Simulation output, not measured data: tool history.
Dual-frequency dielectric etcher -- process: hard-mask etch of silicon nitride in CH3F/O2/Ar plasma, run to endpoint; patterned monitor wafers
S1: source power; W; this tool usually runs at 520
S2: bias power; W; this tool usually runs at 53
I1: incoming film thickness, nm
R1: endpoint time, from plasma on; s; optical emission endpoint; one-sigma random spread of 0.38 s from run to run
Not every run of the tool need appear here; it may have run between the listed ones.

| run | hour | S1 | S2 | I1 | R1 |
|---|---|---|---|---|---|
| 1 | 0.0 | 600 | 53 | 51.2 | 66.7 |
| 2 | 11.5 | 600 | 53 | 51.9 | 67.6 |
| 3 | 34.5 | 520 | 61 | 51.7 | 69.3 |
| 4 | 50.9 | 520 | 61 | 51.6 | 68.5 |
| 5 | 69.6 | 520 | 61 | 51.4 | 68.5 |
| 6 | 102.2 | 620 | 53 | 51.1 | 66.2 |
| 7 | 129.3 | 620 | 53 | 51.2 | 66.1 |
| 8 | 156.5 | 620 | 53 | 52.0 | 67.1 |
| 9 | 182.9 | 520 | 48 | 51.3 | 72.2 |
| 10 | 199.4 | 440 | 44 | 51.7 | 79.9 |
| 11 | 215.2 | 440 | 44 | 51.3 | 79.1 |
| 12 | 246.1 | 550 | 53 | 51.3 | 69.4 |
| 13 | 272.5 | 520 | 53 | 51.7 | 71.5 |
| 14 | 302.9 | 430 | 59 | 51.5 | 74.4 |
| 15 | 331.1 | 520 | 53 | 51.5 | 70.8 |
| 16 | 360.2 | 520 | 53 | 50.9 | 70.6 |
| 17 | 379.8 | 520 | 53 | 51.6 | 71.3 |
|  | 415.8 | wet clean of the chamber |
| 18 | 416.3 | 590 | 62 | 51.5 | 64.6 |
| 19 | 430.5 | 430 | 46 | 51.7 | 79.6 |
| 20 | 462.3 | 520 | 53 | 52.0 | 71.5 |
| 21 | 482.4 | 520 | 64 | 51.4 | 67.0 |
| 22 | 495.0 | 520 | 45 | 51.1 | 73.3 |
|  | 510.8 | bias power generator calibrated |
| 23 | 511.5 | 520 | 40 | 51.0 | 75.7 |
|  | 540.1 | upper electrode replaced |
| 24 | 540.6 | 460 | 57 | 51.8 | 74.3 |
| 25 | 548.0 | 600 | 44 | 51.7 | 70.7 |
|  | 559.8 | source power generator calibrated |
| 26 | 564.7 | 520 | 53 | 51.0 | 69.7 |
| 27 | 593.2 | 520 | 58 | 51.4 | 69.1 |
| 28 | 626.5 | 520 | 53 | 50.8 | 70.4 |
| 29 | 643.5 | 520 | 53 | 51.3 | 70.2 |
| 30 | 657.2 | 520 | 53 | 51.6 | 71.2 |
| 31 | 684.2 | 430 | 44 | 51.4 | 79.7 |
| 32 | 711.7 | 520 | 46 | 51.6 | 73.3 |
| 33 | 802.9 | 480 | 53 | 51.4 | 73.1 |
| 34 | 838.1 | 630 | 53 | 51.7 | 66.5 |
| 35 | 863.8 | 520 | 58 | 51.4 | 68.8 |
| 36 | 894.8 | 450 | 40 | 51.4 | 81.0 |

Exercise: give the hidden state of the tool at every run:
etch rate over this chamber's usual, %: 0 at every run
source power that arrives over what is set, %: 0 at every run
bias power that arrives over what is set, %: 0 at every run

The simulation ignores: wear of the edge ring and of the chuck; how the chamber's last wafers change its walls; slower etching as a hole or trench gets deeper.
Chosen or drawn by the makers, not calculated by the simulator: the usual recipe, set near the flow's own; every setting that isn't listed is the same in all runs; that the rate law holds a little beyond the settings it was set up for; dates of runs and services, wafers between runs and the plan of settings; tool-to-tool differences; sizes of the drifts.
